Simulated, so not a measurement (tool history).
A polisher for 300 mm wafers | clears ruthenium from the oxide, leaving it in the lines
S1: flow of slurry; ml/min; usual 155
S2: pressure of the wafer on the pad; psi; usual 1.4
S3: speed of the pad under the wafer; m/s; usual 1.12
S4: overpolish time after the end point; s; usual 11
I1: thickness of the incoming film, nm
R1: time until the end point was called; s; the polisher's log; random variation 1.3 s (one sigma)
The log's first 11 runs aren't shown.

| run | day | S1 | S2 | S3 | S4 | I1 | R1 |
|---|---|---|---|---|---|---|---|
| 12 | 48.383 | 155 | 1.2 | 1.12 | 11 | 88.7 | 130.2 |
| 13 | 51.292 | 155 | 1.4 | 1.12 | 11 | 90.3 | 121.4 |
| 14 | 53.658 | 155 | 1.6 | 1.12 | 9 | 90.1 | 109.0 |
| 15 | 55.317 | 155 | 1.4 | 1.12 | 11 | 89.7 | 122.6 |
|  | 56.767 | head pressure recalibrated |
| 16 | 59.192 | 155 | 1.4 | 0.82 | 11 | 90.6 | 176.1 |
|  | 62.146 | slurry nozzle cleaned |
| 17 | 63.212 | 170 | 1.4 | 1.12 | 11 | 89.0 | 107.4 |
|  | 64.017 | worn pad replaced by a new one |
| 18 | 64.858 | 205 | 1.8 | 1.02 | 16 | 88.5 | 95.0 |
| 19 | 68.308 | 155 | 1.4 | 0.92 | 11 | 91.0 | 136.5 |
| 20 | 70.392 | 175 | 1.4 | 1.12 | 13 | 88.7 | 109.0 |
| 21 | 73.683 | 155 | 1.4 | 1.12 | 11 | 91.4 | 116.3 |
| 22 | 76.921 | 110 | 1.4 | 1.12 | 11 | 88.6 | 121.8 |
| 23 | 80.900 | 155 | 1.4 | 1.12 | 11 | 91.1 | 117.1 |
| 24 | 84.442 | 180 | 1.4 | 1.12 | 7 | 91.1 | 113.4 |
| 25 | 87.296 | 155 | 1.0 | 1.12 | 15 | 89.0 | 149.4 |
|  | 89.379 | head pressure recalibrated |
|  | 89.571 | worn pad replaced by a new one |
|  | 89.675 | slurry nozzle cleaned |
| 26 | 90.758 | 155 | 1.4 | 0.92 | 7 | 91.0 | 134.9 |
| 27 | 93.317 | 125 | 0.9 | 1.24 | 14 | 90.6 | 141.4 |
| 28 | 97.317 | 155 | 1.4 | 1.12 | 11 | 89.9 | 112.8 |
| 29 | 101.612 | 130 | 1.4 | 1.22 | 11 | 90.9 | 111.6 |
| 30 | 104.371 | 125 | 1.4 | 1.12 | 14 | 90.5 | 121.7 |
| 31 | 106.050 | 155 | 1.2 | 1.12 | 11 | 91.2 | 129.1 |
| 32 | 108.121 | 130 | 1.2 | 1.42 | 7 | 89.5 | 104.8 |
| 33 | 110.958 | 125 | 1.0 | 1.36 | 11 | 91.6 | 130.8 |
| 34 | 112.942 | 155 | 1.4 | 1.12 | 5 | 89.8 | 115.7 |
|  | 115.675 | slurry nozzle cleaned |
|  | 117.667 | worn pad replaced by a new one |
|  | 123.729 | head pressure recalibrated |
| 35 | 125.979 | 155 | 1.4 | 1.12 | 11 | 91.4 | 114.9 |

Forecast each of these 5 alternatives for the next run:
| A | 126.000 | 155 | 1.4 | 1.12 | 11 | 88.4 | ? |
| B | 126.000 | 110 | 1.4 | 1.40 | 14 | 88.4 | ? |
| C | 126.000 | 120 | 1.2 | 1.12 | 15 | 88.4 | ? |
| D | 126.000 | 155 | 1.4 | 1.12 | 16 | 88.4 | ? |
| E | 126.000 | 175 | 1.7 | 1.12 | 11 | 88.4 | ? |

| run | R1 |
|---|---|
| A | 109.3 |
| B | 94.9 |
| C | 129.5 |
| D | 109.3 |
| E | 92.2 |
Without the tool's hidden state the same runs would have given:
| run | R1 |
|---|---|
| A | 105.7 |
| B | 90.7 |
| C | 124.1 |
| D | 105.7 |
| E | 89.6 |
